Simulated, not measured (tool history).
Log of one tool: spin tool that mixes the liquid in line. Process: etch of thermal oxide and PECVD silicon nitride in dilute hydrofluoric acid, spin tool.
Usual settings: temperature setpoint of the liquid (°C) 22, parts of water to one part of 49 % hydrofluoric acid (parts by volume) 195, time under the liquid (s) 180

run,hour,temperature setpoint of the liquid (°C),parts of water to one part of 49 % hydrofluoric acid (parts by volume),time under the liquid (s),"read-back film thickness of the thermal oxide reference wafer, read on the same gauge (nm)","read-back film thickness of the PECVD silicon nitride reference wafer, read on the same gauge (nm)",thickness taken off the thermal oxide on a monitor wafer (Å),thickness taken off the PECVD silicon nitride on a monitor wafer (Å)
1,0,22,195,180,100.025,30,35.91,16.13
2,13.5,22,195,180,100.034,30.017,35.58,16.9
3,29.8,22,195,180,100.067,30.017,35.65,16.88
4,63.2,22,195,180,99.996,29.975,35.79,16.52
5,79.1,22,195,180,100.052,30.001,36.12,16.78
6,99.6,22,195,180,100.041,30.009,35.98,16.75
7,116.4,22,195,180,100.001,29.988,35.52,17.02
8,133.2,22,160,230,100.004,30,56.77,25.8
9,167.7,22,195,180,99.98,30.002,35.23,15.89
10,195.9,22,195,285,100.034,30.002,56.71,26.25
# hour 198.9: thermometer replaced
11,228.2,24,195,265,100.006,30.032,56.49,27.98
12,252.3,22,285,260,100.053,29.977,32.67,16.95
# hour 258: gauge calibrated
13,286.9,18,195,210,100.007,30.011,35.88,14.82
14,315.3,20.5,225,275,99.991,29.968,43.17,19.72
15,373.3,17.5,105,180,100.004,29.997,61.4,22.12
16,386.2,26,195,100,99.971,30.018,22.73,11.7
# hour 403.1: hydrofluoric acid flow meter replaced
17,405.4,18,195,210,99.979,29.983,35.75,15.09
18,435.7,22,195,180,100.005,30.014,35.86,17.02
19,461.2,24,160,240,100.026,29.999,65.09,30.78
20,474.1,18,195,180,99.979,30.002,30.31,12.69
21,507.2,22,195,245,99.979,30.005,47.99,23.23
22,531.7,22,195,180,99.97,30.018,35.97,16.95
23,563.4,22,265,180,100.007,30.001,24.6,12.57
24,592.1,18,145,250,100.001,30.012,58.76,23.25
25,623.2,22,195,290,99.979,29.99,57.14,27.17
26,642.2,25.5,245,140,99.957,30.01,23.98,12.46

4 ways to go on from here, each from the tool as it stands after run 26. What would each give?
A,642.7,22,140,180,?,?,?,?
B,642.7,25,240,75,?,?,?,?
C,642.7,25,195,180,?,?,?,?
D,642.7,22,115,180,?,?,?,?

run,"read-back film thickness of the thermal oxide reference wafer, read on the same gauge (nm)","read-back film thickness of the PECVD silicon nitride reference wafer, read on the same gauge (nm)",thickness taken off the thermal oxide on a monitor wafer (Å),thickness taken off the PECVD silicon nitride on a monitor wafer (Å)
A,100.016,30.012,52.76,23.87
B,100.016,30.012,12.88,7.07
C,100.016,30.012,39.94,20.87
D,100.016,30.012,66.06,28.95
Without the tool's hidden state the same runs would have given:
run,thickness taken off the thermal oxide on a monitor wafer (Å),thickness taken off the PECVD silicon nitride on a monitor wafer (Å)
A,52.76,23.87
B,12.88,7.07
C,39.94,20.87
D,66.06,28.95

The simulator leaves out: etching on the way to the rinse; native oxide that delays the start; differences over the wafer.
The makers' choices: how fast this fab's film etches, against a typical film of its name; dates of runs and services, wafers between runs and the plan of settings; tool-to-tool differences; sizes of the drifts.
